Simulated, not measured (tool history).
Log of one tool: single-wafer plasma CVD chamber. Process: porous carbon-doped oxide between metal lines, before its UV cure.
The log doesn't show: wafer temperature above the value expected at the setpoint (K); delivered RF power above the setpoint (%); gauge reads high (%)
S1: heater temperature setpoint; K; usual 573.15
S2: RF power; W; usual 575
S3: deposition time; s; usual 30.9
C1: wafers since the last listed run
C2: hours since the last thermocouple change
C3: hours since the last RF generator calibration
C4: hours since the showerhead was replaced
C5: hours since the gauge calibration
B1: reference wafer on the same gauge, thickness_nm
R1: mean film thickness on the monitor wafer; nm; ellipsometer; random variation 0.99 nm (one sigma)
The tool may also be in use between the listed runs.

Run 1, hour 0: usual settings; C1 0; C2 1363.7; C3 815.2; C4 4606; C5 981.2; B1 174.566. Result: R1 184.527 nm.
Run 2, hour 58.1: usual settings but S1 566.15 K; C1 1361; C2 1421.8; C3 873.3; C4 4664.1; C5 1039.3; B1 174.798. Result: R1 189.833 nm.
Run 3, hour 118.3: usual settings but S1 566.15 K; C1 1410; C2 1482; C3 933.5; C4 4724.3; C5 1099.5; B1 175.03. Result: R1 190.302 nm.
Run 4, hour 155.1: usual settings; C1 862; C2 1518.8; C3 970.3; C4 4761.1; C5 1136.3; B1 175.037. Result: R1 183.682 nm.
Run 5, hour 222.7: usual settings but S2 665 W; C1 1583; C2 1586.4; C3 1037.9; C4 4828.7; C5 1203.9; B1 175.185. Result: R1 198.152 nm.
At hour 257: RF generator calibrated.
Run 6, hour 257.5: usual settings but S1 566.15 K, S3 27.4 s; C1 627; C2 1621.2; C3 0.5; C4 4863.5; C5 1238.7; B1 175.163. Result: R1 170.547 nm.
Run 7, hour 317.2: usual settings but S1 566.15 K, S3 27.4 s; C1 1398; C2 1680.9; C3 60.2; C4 4923.2; C5 1298.4; B1 175.117. Result: R1 169.84 nm.
Run 8, hour 385.8: usual settings but S1 566.15 K, S3 27.4 s; C1 1607; C2 1749.5; C3 128.8; C4 4991.8; C5 1367; B1 174.915. Result: R1 170.481 nm.
Run 9, hour 429.5: usual settings; C1 1023; C2 1793.2; C3 172.5; C4 5035.5; C5 1410.7; B1 175.047. Result: R1 183.427 nm.
Run 10, hour 478.5: usual settings; C1 1147; C2 1842.2; C3 221.5; C4 5084.5; C5 1459.7; B1 175.237. Result: R1 182.923 nm.
At hour 489.4: showerhead replaced.
Run 11, hour 525.2: usual settings; C1 906; C2 1888.9; C3 268.2; C4 35.8; C5 1506.4; B1 175.046. Result: R1 182.935 nm.
Run 12, hour 551.1: usual settings; C1 606; C2 1914.8; C3 294.1; C4 61.7; C5 1532.3; B1 175.089. Result: R1 181.609 nm.
Run 13, hour 620.9: usual settings; C1 1635; C2 1984.6; C3 363.9; C4 131.5; C5 1602.1; B1 174.942. Result: R1 182.978 nm.
Run 14, hour 668.6: usual settings but S2 625 W; C1 1117; C2 2032.3; C3 411.6; C4 179.2; C5 1649.8; B1 175.34. Result: R1 190.88 nm.
Run 15, hour 718.3: usual settings but S1 584.15 K; C1 1164; C2 2082; C3 461.3; C4 228.9; C5 1699.5; B1 175.209. Result: R1 172.647 nm.
Run 16, hour 877.1: usual settings; C1 3720; C2 2240.8; C3 620.1; C4 387.7; C5 1858.3; B1 174.951. Result: R1 181.652 nm.
Run 17, hour 918.3: usual settings; C1 965; C2 2282; C3 661.3; C4 428.9; C5 1899.5; B1 175.009. Result: R1 182.763 nm.
At hour 953.7: thermocouple changed; heater temperature recalibrated.
Run 18, hour 988: usual settings but S1 582.15 K, S2 540 W, S3 34 s; C1 1445; C2 34.3; C3 731; C4 498.6; C5 1969.2; B1 174.994. Result: R1 196.693 nm.
Run 19, hour 1036.8: usual settings; C1 1143; C2 83.1; C3 779.8; C4 547.4; C5 2018; B1 175.098. Result: R1 196.456 nm.
Run 20, hour 1101.4: usual settings but S1 583.15 K; C1 1513; C2 147.7; C3 844.4; C4 612; C5 2082.6; B1 174.994. Result: R1 184.258 nm.
Run 21, hour 1157.8: usual settings; C1 1321; C2 204.1; C3 900.8; C4 668.4; C5 2139; B1 175.264. Result: R1 192.716 nm.
At hour 1159.5: gauge calibrated.
Run 22, hour 1221.6: usual settings but S1 560.15 K, S2 500 W; C1 1494; C2 267.9; C3 964.6; C4 732.2; C5 62.1; B1 175.415. Result: R1 196.612 nm.
Run 23, hour 1250.6: usual settings; C1 679; C2 296.9; C3 993.6; C4 761.2; C5 91.1; B1 175.06. Result: R1 193.984 nm.
Run 24, hour 1280.4: usual settings but S1 585.15 K, S2 670 W; C1 698; C2 326.7; C3 1023.4; C4 791; C5 120.9; B1 175.068. Result: R1 197.409 nm.
At hour 1338: RF generator calibrated.
Run 25, hour 1342: usual settings but S1 566.15 K, S3 34.5 s; C1 1255; C2 388.3; C3 4; C4 852.6; C5 182.5; B1 174.812. Result: R1 225.294 nm.
At hour 1386.7: thermocouple changed; heater temperature recalibrated, repeated, since the last time left the tool worse.
Run 26, hour 1394.6: usual settings; C1 1044; C2 7.9; C3 56.6; C4 905.2; C5 235.1; B1 174.831. Result: R1 186.995 nm.
Run 27, hour 1434.8: usual settings but S1 587.15 K, S2 540 W, S3 35.4 s; C1 941; C2 48.1; C3 96.8; C4 945.4; C5 275.3; B1 175.267. Result: R1 194.045 nm.
Run 28, hour 1503.2: usual settings but S1 578.15 K, S2 605 W, S3 28.2 s; C1 1602; C2 116.5; C3 165.2; C4 1013.8; C5 343.7; B1 175.014. Result: R1 173.617 nm.
Run 29, hour 1562.3: usual settings; C1 1384; C2 175.6; C3 224.3; C4 1072.9; C5 402.8; B1 174.87. Result: R1 186.33 nm.
Run 30, hour 1626.3: usual settings but S1 568.15 K, S2 670 W, S3 36.8 s; C1 1499; C2 239.6; C3 288.3; C4 1136.9; C5 466.8; B1 174.904. Result: R1 246.723 nm.
Run 31, hour 1696.1: usual settings but S1 567.15 K, S2 645 W, S3 32.7 s; C1 1635; C2 309.4; C3 358.1; C4 1206.7; C5 536.6; B1 174.908. Result: R1 216.792 nm.
Run 32, hour 1723.9: usual settings but S1 568.15 K, S2 640 W, S3 26.9 s; C1 651; C2 337.2; C3 385.9; C4 1234.5; C5 564.4; B1 175.108. Result: R1 175.83 nm.
Run 33, hour 1786.3: usual settings but S1 561.15 K, S2 675 W, S3 36.4 s; C1 1461; C2 399.6; C3 448.3; C4 1296.9; C5 626.8; B1 175.023. Result: R1 255.626 nm.

5 ways to go on from here, each from the tool as it stands after run 33. What would each give?
Run A, hour 1786.7: usual settings; C1 9; C2 400; C3 448.7; C4 1297.3; C5 627.2; B1 ?. Result: R1 ?.
Run B, hour 1786.7: usual settings but S1 581.15 K; C1 9; C2 400; C3 448.7; C4 1297.3; C5 627.2; B1 ?. Result: R1 ?.
Run C, hour 1786.7: usual settings but S1 561.15 K; C1 9; C2 400; C3 448.7; C4 1297.3; C5 627.2; B1 ?. Result: R1 ?.
Run D, hour 1786.7: usual settings but S2 625 W, S3 34.1 s; C1 9; C2 400; C3 448.7; C4 1297.3; C5 627.2; B1 ?. Result: R1 ?.
Run E, hour 1786.7: usual settings but S3 35.5 s; C1 9; C2 400; C3 448.7; C4 1297.3; C5 627.2; B1 ?. Result: R1 ?.

run       B1       R1
  A  175.176  186.377
  B  175.176  178.204
  C  175.176  200.128
  D  175.176  214.736
  E  175.176  213.283
Without the tool's hidden state the same runs would have given:
run       R1
  A  188.117
  B  179.821
  C  202.172
  D  216.742
  E  215.275

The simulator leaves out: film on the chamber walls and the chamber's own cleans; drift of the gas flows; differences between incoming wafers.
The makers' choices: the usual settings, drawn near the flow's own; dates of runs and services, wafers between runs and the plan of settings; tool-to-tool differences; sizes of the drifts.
